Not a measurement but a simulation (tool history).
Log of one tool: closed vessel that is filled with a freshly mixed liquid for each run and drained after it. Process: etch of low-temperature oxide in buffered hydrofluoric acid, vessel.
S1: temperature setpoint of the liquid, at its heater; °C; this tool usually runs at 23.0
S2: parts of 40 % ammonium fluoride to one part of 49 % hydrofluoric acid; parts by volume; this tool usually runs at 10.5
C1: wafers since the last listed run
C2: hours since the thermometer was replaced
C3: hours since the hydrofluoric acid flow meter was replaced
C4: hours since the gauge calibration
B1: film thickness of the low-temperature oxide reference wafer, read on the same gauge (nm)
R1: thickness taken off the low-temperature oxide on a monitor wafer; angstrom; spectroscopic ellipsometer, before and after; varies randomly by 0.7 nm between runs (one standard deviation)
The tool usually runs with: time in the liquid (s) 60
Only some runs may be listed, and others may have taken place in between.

{"run": 1, "day": 0.0, "S1": 23.0, "S2": 10.5, "time in the liquid (s)": 60, "C1": 0, "C2": 751.1, "C3": 430.4, "C4": 28.8, "B1": 129.98, "R1": 1570.6}
{"run": 2, "day": 0.396, "S1": 23.0, "S2": 10.5, "time in the liquid (s)": 60, "C1": 795, "C2": 760.6, "C3": 439.9, "C4": 38.3, "B1": 129.97, "R1": 1571.2}
{"run": 3, "day": 0.929, "S1": 23.0, "S2": 10.5, "time in the liquid (s)": 60, "C1": 1071, "C2": 773.4, "C3": 452.7, "C4": 51.1, "B1": 130.02, "R1": 1573.8}
{"run": 4, "day": 1.388, "S1": 23.0, "S2": 10.5, "time in the liquid (s)": 60, "C1": 920, "C2": 784.4, "C3": 463.7, "C4": 62.1, "B1": 130.0, "R1": 1567.6}
{"run": 5, "day": 1.962, "S1": 23.0, "S2": 10.5, "time in the liquid (s)": 60, "C1": 1155, "C2": 798.2, "C3": 477.5, "C4": 75.9, "B1": 130.0, "R1": 1563.0}
{"run": 6, "day": 2.467, "S1": 23.0, "S2": 7.5, "time in the liquid (s)": 60, "C1": 1012, "C2": 810.3, "C3": 489.6, "C4": 88.0, "B1": 130.01, "R1": 2210.2}
{"run": 7, "day": 3.208, "S1": 23.0, "S2": 7.5, "time in the liquid (s)": 60, "C1": 1489, "C2": 828.1, "C3": 507.4, "C4": 105.8, "B1": 130.04, "R1": 2200.3}
{"run": 8, "day": 3.675, "S1": 23.0, "S2": 10.5, "time in the liquid (s)": 85, "C1": 937, "C2": 839.3, "C3": 518.6, "C4": 117.0, "B1": 130.02, "R1": 2243.1}
{"run": 9, "day": 4.175, "S1": 23.0, "S2": 10.5, "time in the liquid (s)": 85, "C1": 1004, "C2": 851.3, "C3": 530.6, "C4": 129.0, "B1": 130.02, "R1": 2251.7}
{"run": 10, "day": 4.679, "S1": 25.5, "S2": 10.5, "time in the liquid (s)": 60, "C1": 1012, "C2": 863.4, "C3": 542.7, "C4": 141.1, "B1": 130.0, "R1": 1822.2}
{"run": 11, "day": 5.354, "S1": 25.5, "S2": 10.5, "time in the liquid (s)": 60, "C1": 1355, "C2": 879.6, "C3": 558.9, "C4": 157.3, "B1": 129.97, "R1": 1812.0}
{"run": 12, "day": 5.958, "S1": 23.0, "S2": 9.0, "time in the liquid (s)": 60, "C1": 1213, "C2": 894.1, "C3": 573.4, "C4": 171.8, "B1": 130.02, "R1": 1838.6}
{"day": 6.433, "done": "hydrofluoric acid flow meter replaced"}
{"run": 13, "day": 6.638, "S1": 23.0, "S2": 9.0, "time in the liquid (s)": 60, "C1": 1280, "C2": 910.4, "C3": 4.9, "C4": 188.1, "B1": 129.98, "R1": 1664.3}
{"run": 14, "day": 6.933, "S1": 19.0, "S2": 10.5, "time in the liquid (s)": 30, "C1": 594, "C2": 917.5, "C3": 12.0, "C4": 195.2, "B1": 130.05, "R1": 595.2}
{"run": 15, "day": 7.262, "S1": 26.5, "S2": 9.0, "time in the liquid (s)": 35, "C1": 661, "C2": 925.4, "C3": 19.9, "C4": 203.1, "B1": 129.99, "R1": 1178.2}
{"run": 16, "day": 7.767, "S1": 23.0, "S2": 10.5, "time in the liquid (s)": 60, "C1": 1012, "C2": 937.5, "C3": 32.0, "C4": 215.2, "B1": 130.01, "R1": 1477.8}
{"day": 8.067, "done": "thermometer replaced"}
{"run": 17, "day": 8.112, "S1": 27.5, "S2": 12.5, "time in the liquid (s)": 30, "C1": 610, "C2": 1.1, "C3": 40.3, "C4": 223.5, "B1": 130.0, "R1": 803.1}
{"day": 9.279, "done": "gauge calibrated"}
{"run": 18, "day": 9.554, "S1": 26.5, "S2": 7.0, "time in the liquid (s)": 85, "C1": 2895, "C2": 35.7, "C3": 74.9, "C4": 6.6, "B1": 129.98, "R1": 3784.8}
{"run": 19, "day": 10.05, "S1": 23.0, "S2": 10.5, "time in the liquid (s)": 60, "C1": 995, "C2": 47.6, "C3": 86.8, "C4": 18.5, "B1": 130.01, "R1": 1520.6}
{"run": 20, "day": 10.679, "S1": 19.0, "S2": 10.5, "time in the liquid (s)": 60, "C1": 1263, "C2": 62.7, "C3": 101.9, "C4": 33.6, "B1": 130.01, "R1": 1216.7}
{"run": 21, "day": 11.212, "S1": 18.5, "S2": 6.5, "time in the liquid (s)": 50, "C1": 1071, "C2": 75.5, "C3": 114.7, "C4": 46.4, "B1": 130.0, "R1": 1547.5}
{"run": 22, "day": 11.629, "S1": 23.0, "S2": 10.5, "time in the liquid (s)": 60, "C1": 836, "C2": 85.5, "C3": 124.7, "C4": 56.4, "B1": 130.0, "R1": 1512.2}
{"run": 23, "day": 12.038, "S1": 25.5, "S2": 9.0, "time in the liquid (s)": 30, "C1": 820, "C2": 95.3, "C3": 134.5, "C4": 66.2, "B1": 130.0, "R1": 976.5}
{"run": 24, "day": 12.542, "S1": 26.0, "S2": 12.0, "time in the liquid (s)": 60, "C1": 1012, "C2": 107.4, "C3": 146.6, "C4": 78.3, "B1": 129.97, "R1": 1587.3}
{"run": 25, "day": 13.146, "S1": 23.0, "S2": 10.5, "time in the liquid (s)": 35, "C1": 1213, "C2": 121.9, "C3": 161.1, "C4": 92.8, "B1": 130.01, "R1": 891.6}
{"run": 26, "day": 13.483, "S1": 28.0, "S2": 12.0, "time in the liquid (s)": 50, "C1": 677, "C2": 130.0, "C3": 169.2, "C4": 100.9, "B1": 129.98, "R1": 1473.8}

Each row is a separate what-if for the run after 26, all from the same tool condition, not one after another. Results?
{"run": "A", "day": 13.512, "S1": 23.0, "S2": 10.5, "time in the liquid (s)": 60, "C1": 58, "C2": 130.7, "C3": 169.9, "C4": 101.6, "B1": "?", "R1": "?"}
{"run": "B", "day": 13.512, "S1": 24.5, "S2": 11.5, "time in the liquid (s)": 85, "C1": 58, "C2": 130.7, "C3": 169.9, "C4": 101.6, "B1": "?", "R1": "?"}
{"run": "C", "day": 13.512, "S1": 19.5, "S2": 10.5, "time in the liquid (s)": 60, "C1": 58, "C2": 130.7, "C3": 169.9, "C4": 101.6, "B1": "?", "R1": "?"}

run=A B1=129.97 R1=1536.9
run=B B1=129.97 R1=2167.0
run=C B1=129.97 R1=1265.5
The same runs, with their run-to-run variation unchanged, on a tool lacking any hidden condition would have given:
run=A R1=1460.6
run=B R1=2055.3
run=C R1=1202.6
